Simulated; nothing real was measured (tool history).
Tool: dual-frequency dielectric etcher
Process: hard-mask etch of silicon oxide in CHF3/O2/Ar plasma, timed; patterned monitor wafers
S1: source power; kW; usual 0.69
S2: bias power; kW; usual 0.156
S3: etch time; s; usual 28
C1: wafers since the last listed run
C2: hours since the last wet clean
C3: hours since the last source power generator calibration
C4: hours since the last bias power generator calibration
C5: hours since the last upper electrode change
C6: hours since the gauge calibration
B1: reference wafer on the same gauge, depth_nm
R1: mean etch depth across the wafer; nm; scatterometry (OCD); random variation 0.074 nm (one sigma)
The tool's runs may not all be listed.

{"run": 1, "hour": 0.0, "S1": 0.69, "S2": 0.156, "S3": 28, "C1": 0, "C2": 411.5, "C3": 3827.6, "C4": 4.7, "C5": 3462.2, "C6": 155.9, "B1": 49.6, "R1": 48.6}
{"hour": 34.0, "done": "wet clean of the chamber"}
{"run": 2, "hour": 34.5, "S1": 0.69, "S2": 0.156, "S3": 28, "C1": 206, "C2": 0.5, "C3": 3862.1, "C4": 39.2, "C5": 3496.7, "C6": 190.4, "B1": 49.6, "R1": 49.5}
{"run": 3, "hour": 45.8, "S1": 0.69, "S2": 0.156, "S3": 28, "C1": 221, "C2": 11.8, "C3": 3873.4, "C4": 50.5, "C5": 3508, "C6": 201.7, "B1": 49.6, "R1": 49.3}
{"run": 4, "hour": 63.1, "S1": 0.69, "S2": 0.156, "S3": 28, "C1": 339, "C2": 29.1, "C3": 3890.7, "C4": 67.8, "C5": 3525.3, "C6": 219, "B1": 49.6, "R1": 49.5}
{"hour": 97.2, "done": "upper electrode replaced"}
{"run": 5, "hour": 97.7, "S1": 0.69, "S2": 0.156, "S3": 21.5, "C1": 208, "C2": 63.7, "C3": 3925.3, "C4": 102.4, "C5": 0.5, "C6": 253.6, "B1": 49.6, "R1": 37.9}
{"run": 6, "hour": 98.0, "S1": 0.69, "S2": 0.18, "S3": 28, "C1": 5, "C2": 64, "C3": 3925.6, "C4": 102.7, "C5": 0.8, "C6": 253.9, "B1": 49.6, "R1": 50.9}
{"run": 7, "hour": 98.4, "S1": 0.54, "S2": 0.156, "S3": 28, "C1": 7, "C2": 64.4, "C3": 3926, "C4": 103.1, "C5": 1.2, "C6": 254.3, "B1": 49.6, "R1": 43.5}
{"run": 8, "hour": 102.9, "S1": 0.69, "S2": 0.156, "S3": 28, "C1": 88, "C2": 68.9, "C3": 3930.5, "C4": 107.6, "C5": 5.7, "C6": 258.8, "B1": 49.6, "R1": 49.1}
{"hour": 110.4, "done": "source power generator calibrated"}
{"run": 9, "hour": 113.1, "S1": 0.69, "S2": 0.169, "S3": 28, "C1": 121, "C2": 79.1, "C3": 2.7, "C4": 117.8, "C5": 15.9, "C6": 269, "B1": 49.6, "R1": 50.2}
{"run": 10, "hour": 130.0, "S1": 0.74, "S2": 0.118, "S3": 28, "C1": 331, "C2": 96, "C3": 19.6, "C4": 134.7, "C5": 32.8, "C6": 285.9, "B1": 49.6, "R1": 48.1}
{"run": 11, "hour": 141.2, "S1": 0.69, "S2": 0.181, "S3": 21, "C1": 219, "C2": 107.2, "C3": 30.8, "C4": 145.9, "C5": 44, "C6": 297.1, "B1": 49.6, "R1": 38.2}
{"run": 12, "hour": 168.2, "S1": 0.69, "S2": 0.142, "S3": 28, "C1": 530, "C2": 134.2, "C3": 57.8, "C4": 172.9, "C5": 71, "C6": 324.1, "B1": 49.6, "R1": 48.2}
{"hour": 181.1, "done": "gauge calibrated"}
{"run": 13, "hour": 186.1, "S1": 0.69, "S2": 0.156, "S3": 28, "C1": 351, "C2": 152.1, "C3": 75.7, "C4": 190.8, "C5": 88.9, "C6": 5, "B1": 49.6, "R1": 49}
{"run": 14, "hour": 201.4, "S1": 0.85, "S2": 0.118, "S3": 28, "C1": 300, "C2": 167.4, "C3": 91, "C4": 206.1, "C5": 104.2, "C6": 20.3, "B1": 49.6, "R1": 51.2}
{"run": 15, "hour": 213.2, "S1": 0.69, "S2": 0.156, "S3": 28, "C1": 231, "C2": 179.2, "C3": 102.8, "C4": 217.9, "C5": 116, "C6": 32.1, "B1": 49.6, "R1": 48.9}
{"run": 16, "hour": 227.6, "S1": 0.69, "S2": 0.156, "S3": 28, "C1": 282, "C2": 193.6, "C3": 117.2, "C4": 232.3, "C5": 130.4, "C6": 46.5, "B1": 49.6, "R1": 48.9}
{"run": 17, "hour": 242.4, "S1": 0.69, "S2": 0.156, "S3": 24.5, "C1": 290, "C2": 208.4, "C3": 132, "C4": 247.1, "C5": 145.2, "C6": 61.3, "B1": 49.6, "R1": 42.7}
{"run": 18, "hour": 249.9, "S1": 0.65, "S2": 0.156, "S3": 33, "C1": 147, "C2": 215.9, "C3": 139.5, "C4": 254.6, "C5": 152.7, "C6": 68.8, "B1": 49.6, "R1": 55.9}
{"run": 19, "hour": 256.5, "S1": 0.77, "S2": 0.195, "S3": 28, "C1": 129, "C2": 222.5, "C3": 146.1, "C4": 261.2, "C5": 159.3, "C6": 75.4, "B1": 49.6, "R1": 54.1}
{"run": 20, "hour": 266.0, "S1": 0.75, "S2": 0.177, "S3": 33.5, "C1": 186, "C2": 232, "C3": 155.6, "C4": 270.7, "C5": 168.8, "C6": 84.9, "B1": 49.6, "R1": 62.5}
{"run": 21, "hour": 276.2, "S1": 0.62, "S2": 0.137, "S3": 23.5, "C1": 200, "C2": 242.2, "C3": 165.8, "C4": 280.9, "C5": 179, "C6": 95.1, "B1": 49.6, "R1": 37.7}
{"run": 22, "hour": 292.4, "S1": 0.8, "S2": 0.167, "S3": 30.5, "C1": 318, "C2": 258.4, "C3": 182, "C4": 297.1, "C5": 195.2, "C6": 111.3, "B1": 49.6, "R1": 57.9}
{"run": 23, "hour": 309.1, "S1": 0.69, "S2": 0.175, "S3": 22.5, "C1": 327, "C2": 275.1, "C3": 198.7, "C4": 313.8, "C5": 211.9, "C6": 128, "B1": 49.6, "R1": 40.2}
{"run": 24, "hour": 315.1, "S1": 0.69, "S2": 0.183, "S3": 28, "C1": 117, "C2": 281.1, "C3": 204.7, "C4": 319.8, "C5": 217.9, "C6": 134, "B1": 49.6, "R1": 50.5}
{"run": 25, "hour": 322.4, "S1": 0.69, "S2": 0.19, "S3": 34.5, "C1": 143, "C2": 288.4, "C3": 212, "C4": 327.1, "C5": 225.2, "C6": 141.3, "B1": 49.6, "R1": 62.8}
{"run": 26, "hour": 338.1, "S1": 0.56, "S2": 0.119, "S3": 19.5, "C1": 308, "C2": 304.1, "C3": 227.7, "C4": 342.8, "C5": 240.9, "C6": 157, "B1": 49.6, "R1": 28.8}
{"run": 27, "hour": 354.5, "S1": 0.69, "S2": 0.156, "S3": 35.5, "C1": 322, "C2": 320.5, "C3": 244.1, "C4": 359.2, "C5": 257.3, "C6": 173.4, "B1": 49.6, "R1": 61.7}
{"run": 28, "hour": 372.3, "S1": 0.54, "S2": 0.138, "S3": 30.5, "C1": 349, "C2": 338.3, "C3": 261.9, "C4": 377, "C5": 275.1, "C6": 191.2, "B1": 49.6, "R1": 45.5}
{"run": 29, "hour": 384.1, "S1": 0.69, "S2": 0.142, "S3": 28, "C1": 231, "C2": 350.1, "C3": 273.7, "C4": 388.8, "C5": 286.9, "C6": 203, "B1": 49.6, "R1": 47.6}

5 ways to go on from here, each from the tool as it stands after run 29. What would each give?
{"run": "A", "hour": 384.5, "S1": 0.69, "S2": 0.156, "S3": 28, "C1": 7, "C2": 350.5, "C3": 274.1, "C4": 389.2, "C5": 287.3, "C6": 203.4, "B1": "?", "R1": "?"}
{"run": "B", "hour": 384.5, "S1": 0.57, "S2": 0.156, "S3": 28, "C1": 7, "C2": 350.5, "C3": 274.1, "C4": 389.2, "C5": 287.3, "C6": 203.4, "B1": "?", "R1": "?"}
{"run": "C", "hour": 384.5, "S1": 0.69, "S2": 0.156, "S3": 22.5, "C1": 7, "C2": 350.5, "C3": 274.1, "C4": 389.2, "C5": 287.3, "C6": 203.4, "B1": "?", "R1": "?"}
{"run": "D", "hour": 384.5, "S1": 0.69, "S2": 0.191, "S3": 28, "C1": 7, "C2": 350.5, "C3": 274.1, "C4": 389.2, "C5": 287.3, "C6": 203.4, "B1": "?", "R1": "?"}
{"run": "E", "hour": 384.5, "S1": 0.69, "S2": 0.136, "S3": 31, "C1": 7, "C2": 350.5, "C3": 274.1, "C4": 389.2, "C5": 287.3, "C6": 203.4, "B1": "?", "R1": "?"}

run=A B1=49.6 R1=48.4
run=B B1=49.6 R1=43.9
run=C B1=49.6 R1=38.9
run=D B1=49.6 R1=50.7
run=E B1=49.6 R1=52.1
Without the tool's hidden state the same runs would have given:
run=A R1=49.4
run=B R1=44.8
run=C R1=39.7
run=D R1=51.7
run=E R1=53.1
